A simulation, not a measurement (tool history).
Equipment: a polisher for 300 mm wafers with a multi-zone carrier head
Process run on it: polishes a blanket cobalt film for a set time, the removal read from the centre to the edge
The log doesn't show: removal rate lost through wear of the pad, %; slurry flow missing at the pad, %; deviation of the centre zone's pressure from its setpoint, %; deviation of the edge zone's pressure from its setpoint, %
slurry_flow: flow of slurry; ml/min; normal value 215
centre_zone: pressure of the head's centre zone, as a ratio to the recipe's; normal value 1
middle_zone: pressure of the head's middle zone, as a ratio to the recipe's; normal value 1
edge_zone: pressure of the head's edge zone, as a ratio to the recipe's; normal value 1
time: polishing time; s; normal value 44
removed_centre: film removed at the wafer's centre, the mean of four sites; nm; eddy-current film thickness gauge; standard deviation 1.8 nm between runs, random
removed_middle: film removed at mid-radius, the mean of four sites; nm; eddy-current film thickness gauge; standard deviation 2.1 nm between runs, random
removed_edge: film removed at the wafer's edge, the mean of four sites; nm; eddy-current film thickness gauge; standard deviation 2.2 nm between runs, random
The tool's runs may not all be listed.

run	hour	slurry_flow	centre_zone	middle_zone	edge_zone	time	wafers since the last listed run	wafers polished on this pad	hours since the slurry nozzle was cleaned	hours since the centre zone pressure was calibrated	hours since the edge zone pressure was calibrated	hours since the carrier head's membrane was replaced	incoming thickness of the incoming film, nm	removed_centre	removed_middle	removed_edge
1	0	240	1	0.91	1	44	0	6524	84.3	963	508.9	224.1	723	201.6	183.2	203.4
# hour 2.9: centre zone pressure recalibrated
# hour 62.2: worn pad replaced by a new one
# hour 81.7: edge zone pressure recalibrated
2	100.7	240	1	0.91	1	44	1093	430	185	97.8	19	324.8	722.4	213.1	194.5	214.9
3	196.3	215	1	1	1	44	1127	1557	280.6	193.4	114.6	420.4	718.2	204.5	205.3	210
4	275	250	0.95	1	1	44	928	2485	359.3	272.1	193.3	499.1	727.5	199.9	207.4	207.8
5	351	215	1	1	1	44	896	3381	435.3	348.1	269.3	575.1	729.6	200.5	199.8	203.4
6	410.2	215	0.9	0.89	0.92	33	698	4079	494.5	407.3	328.5	634.3	725.3	135.6	136	143.9
# hour 442.9: carrier head's membrane replaced by a new one, of another model than before
7	460.3	215	1.09	1	1	49	531	4611	544.6	457.4	378.6	17.4	734.2	238.3	222.5	227.5
8	505.7	165	1	1	1	44	535	5147	590	502.8	424	62.8	719.9	192.1	190.8	194.6
# hour 569.8: slurry nozzle cleaned
# hour 606.7: edge zone pressure recalibrated
# hour 707.3: worn pad replaced by a new one
9	738.7	215	1	1.05	1	59	2665	370	168.9	735.8	132	295.8	728.2	278.4	290.9	286.7
10	822.6	215	1	1	1	44	989	1360	252.8	819.7	215.9	379.7	735.7	205.3	203.9	205.7
11	873.5	240	1.03	1	1	44	600	1960	303.7	870.6	266.8	430.6	728.2	208.3	207.3	203.9
# hour 897.4: centre zone pressure recalibrated
12	941.6	215	1	1	1	44	779	2740	371.8	44.2	334.9	498.7	739.9	200.3	203	203.3
13	1016.2	215	1.12	1.05	0.93	29	879	3619	446.4	118.8	409.5	573.3	727.3	145.1	134.8	126.6
14	1079.5	260	1	1	1	44	746	4366	509.7	182.1	472.8	636.6	730.7	207.8	202	200
# hour 1088.4: carrier head's membrane replaced by a new one
15	1122.3	160	0.97	1	1.09	48	445	4812	552.5	224.9	515.6	33.9	741.3	198.2	203.2	215.4
16	1213.2	215	1	1	1	33	1071	5884	643.4	315.8	606.5	124.8	730	149	150.2	147.2
# hour 1224: edge zone pressure recalibrated
# hour 1238.2: slurry nozzle cleaned
17	1358.6	245	0.95	1	0.93	57	1679	7563	120.4	461.2	134.6	270.2	732.3	251.3	257.8	256.1
# hour 1381.4: worn pad replaced by a new one
18	1404.5	160	0.97	1	1.09	48	494	272	166.3	507.1	180.5	316.1	718.6	213	217.4	229.8
19	1485.8	215	1	1	1	44	958	1230	247.6	588.4	261.8	397.4	721.6	204.9	203	203.2
20	1577.4	215	1	0.95	1	44	1080	2311	339.2	680	353.4	489	731.1	201	193.4	198.9
# hour 1644.9: carrier head's membrane replaced by a new one
21	1684	215	0.89	1	0.91	44	1198	3509	445.8	786.6	460	39.1	731.7	184.6	196.4	196.9
22	1728.3	155	0.91	1	1	51	522	4031	490.1	830.9	504.3	83.4	714.9	205.1	217.8	225
# hour 1782.6: edge zone pressure recalibrated
# hour 1832.7: slurry nozzle cleaned
23	1833.2	265	1	1	1.11	55	1201	5233	0.5	935.8	50.6	188.3	723.2	252.8	246	262.9

Forecast each of these 3 alternatives for the next run:
A	1833.6	215	1	1	1	44	4	5238	0.9	936.2	51	188.7	728.2	?	?	?
B	1833.6	195	0.94	1.1	1	36	4	5238	0.9	936.2	51	188.7	728.2	?	?	?
C	1833.6	215	1	1	0.96	44	4	5238	0.9	936.2	51	188.7	728.2	?	?	?

run	removed_centre	removed_middle	removed_edge
A	197.2	191.3	194.7
B	152.8	162.7	157.6
C	197.2	191.3	191.7
Take away the tool's hidden state, keep each run's random variation, and the runs would have read:
run	removed_centre	removed_middle	removed_edge
A	215.9	209.4	213.1
B	167.3	178.1	172.6
C	215.9	209.4	209.9
